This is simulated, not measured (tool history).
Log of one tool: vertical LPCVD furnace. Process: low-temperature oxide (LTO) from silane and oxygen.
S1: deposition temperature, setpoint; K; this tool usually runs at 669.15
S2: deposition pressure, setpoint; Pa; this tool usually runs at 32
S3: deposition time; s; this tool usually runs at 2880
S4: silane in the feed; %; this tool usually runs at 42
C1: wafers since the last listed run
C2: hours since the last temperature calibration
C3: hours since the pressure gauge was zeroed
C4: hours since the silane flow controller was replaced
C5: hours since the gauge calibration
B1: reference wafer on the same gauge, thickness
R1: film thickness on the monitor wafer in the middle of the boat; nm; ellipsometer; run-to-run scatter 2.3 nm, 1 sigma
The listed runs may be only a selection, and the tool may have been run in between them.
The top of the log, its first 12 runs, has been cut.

run 13 day=12.288 | S1=678.15 S2=32 S3=2880 S4=42 | C1=252 C2=3025.5 C3=42.5 C4=187.3 C5=1003.5 | B1=468.57 | R1=544.42
run 14 day=13.308 | S1=663.15 S2=24.7 S3=2880 S4=35 | C1=472 C2=3050 C3=67 C4=211.8 C5=1028 | B1=467.05 | R1=280.76
run 15 day=17.708 | S1=678.15 S2=32 S3=2880 S4=50 | C1=2034 C2=3155.6 C3=172.6 C4=317.4 C5=1133.6 | B1=467.95 | R1=644.93
-- day=18.65 gauge calibrated
run 16 day=19.2 | S1=669.15 S2=32 S3=2880 S4=42 | C1=689 C2=3191.4 C3=208.4 C4=353.2 C5=13.2 | B1=467.71 | R1=491.29
-- day=20.375 thermocouples replaced and temperature profile calibrated
run 17 day=20.396 | S1=669.15 S2=28 S3=2400 S4=35 | C1=90 C2=0.5 C3=237.1 C4=381.9 C5=41.9 | B1=467.55 | R1=283.41
run 18 day=21.529 | S1=662.15 S2=32 S3=2880 S4=45 | C1=524 C2=27.7 C3=264.3 C4=409.1 C5=69.1 | B1=467.42 | R1=487.86
run 19 day=22.296 | S1=657.15 S2=26.7 S3=1950 S4=40 | C1=354 C2=46.1 C3=282.7 C4=427.5 C5=87.5 | B1=468.32 | R1=226.58
run 20 day=23.708 | S1=669.15 S2=32 S3=3180 S4=42 | C1=653 C2=80 C3=316.6 C4=461.4 C5=121.4 | B1=468.36 | R1=533.46
run 21 day=27.029 | S1=669.15 S2=32 S3=2160 S4=47 | C1=1535 C2=159.7 C3=396.3 C4=541.1 C5=201.1 | B1=467.67 | R1=407.04
run 22 day=27.604 | S1=669.15 S2=32 S3=2880 S4=42 | C1=265 C2=173.5 C3=410.1 C4=554.9 C5=214.9 | B1=468.2 | R1=480.73

Estimate the outcome of run 23 from the log above:
run 23 day=30.275 | S1=664.15 S2=39.3 S3=2880 S4=42 | C1=1235 C2=237.6 C3=474.2 C4=619 C5=279 | B1=? | R1=?

Run 23 gave B1 467.22, R1 563.46 nm.
The same run, on a tool lacking any hidden state, would have yielded R1 576.44 nm.

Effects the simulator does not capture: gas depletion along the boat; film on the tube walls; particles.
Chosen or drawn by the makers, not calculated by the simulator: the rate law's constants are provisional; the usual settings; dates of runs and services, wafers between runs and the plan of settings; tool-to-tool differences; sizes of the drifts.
